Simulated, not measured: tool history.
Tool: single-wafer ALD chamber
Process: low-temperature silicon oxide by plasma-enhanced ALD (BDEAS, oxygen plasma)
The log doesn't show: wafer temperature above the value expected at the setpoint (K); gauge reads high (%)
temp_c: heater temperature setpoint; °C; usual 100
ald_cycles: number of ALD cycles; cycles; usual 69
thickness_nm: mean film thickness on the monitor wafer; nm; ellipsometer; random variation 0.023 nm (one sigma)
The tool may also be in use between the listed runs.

run   hour  temp_c  ald_cycles  wafers since the last listed run  hours since the last thermocouple change  hours since the gauge calibration  read-back reference wafer on the same gauge, thickness_nm  thickness_nm
  1      0     100          69                                 0                                    1385.6                               86.5                                                      7.996         9.145
  2   10.1     100          69                                35                                    1395.7                               96.6                                                      8.001         9.092
  3   27.7     100          69                                62                                    1413.3                              114.2                                                      7.999         9.149
  4   36.6     100          69                                31                                    1422.2                              123.1                                                      8.005          9.16
  5   43.6     100          69                                24                                    1429.2                              130.1                                                      8.001         9.187
  6   53.6     100          69                                35                                    1439.2                              140.1                                                      7.999         9.148
  7   60.4     100          69                                23                                      1446                              146.9                                                      7.996         9.152
  8   81.3     100          69                                73                                    1466.9                              167.8                                                      7.996         9.154
  9   88.1     100          69                                23                                    1473.7                              174.6                                                      7.994         9.106
 10     98     100          69                                34                                    1483.6                              184.5                                                      7.994         9.141
 11  114.5     106          72                                58                                    1500.1                                201                                                          8         9.442
     127.8  -- gauge calibrated
 12  131.3     100          69                                59                                    1516.9                                3.5                                                      8.007         9.137
 13  148.7     100          63                                61                                    1534.3                               20.9                                                      8.006         8.353
 14    160     100          64                                39                                    1545.6                               32.2                                                      8.001          8.49
 15  175.8      92          55                                55                                    1561.4                                 48                                                      7.998         7.542
     198.3  -- thermocouple changed; heater temperature recalibrated
 16  198.8     108          56                                52                                       0.5                                 71                                                      8.003         7.313
 17  209.2     100          69                                36                                      10.9                               81.4                                                      8.006         9.112
 18  225.2     100          69                                56                                      26.9                               97.4                                                      7.997          9.16
 19    241     105          81                                55                                      42.7                              113.2                                                      7.996         10.65
 20  253.1     108          63                                42                                      54.8                              125.3                                                      7.995         8.218
 21  270.5     100          69                                61                                      72.2                              142.7                                                      7.996         9.112
 22  277.6     115          62                                25                                      79.3                              149.8                                                      7.996         7.957
 23  284.2     100          69                                23                                      85.9                              156.4                                                      8.004         9.145
 24  294.5     113          77                                36                                      96.2                              166.7                                                      7.996         9.918

How the hidden state differs across the entries between the runs, from the last listed run before each to the first after it:
Between runs 11 and 12: gauge calibrated (hour 127.8)
  no hidden state differs between the two runs
Between runs 15 and 16: thermocouple changed; heater temperature recalibrated (hour 198.3)
  no hidden state differs between the two runs
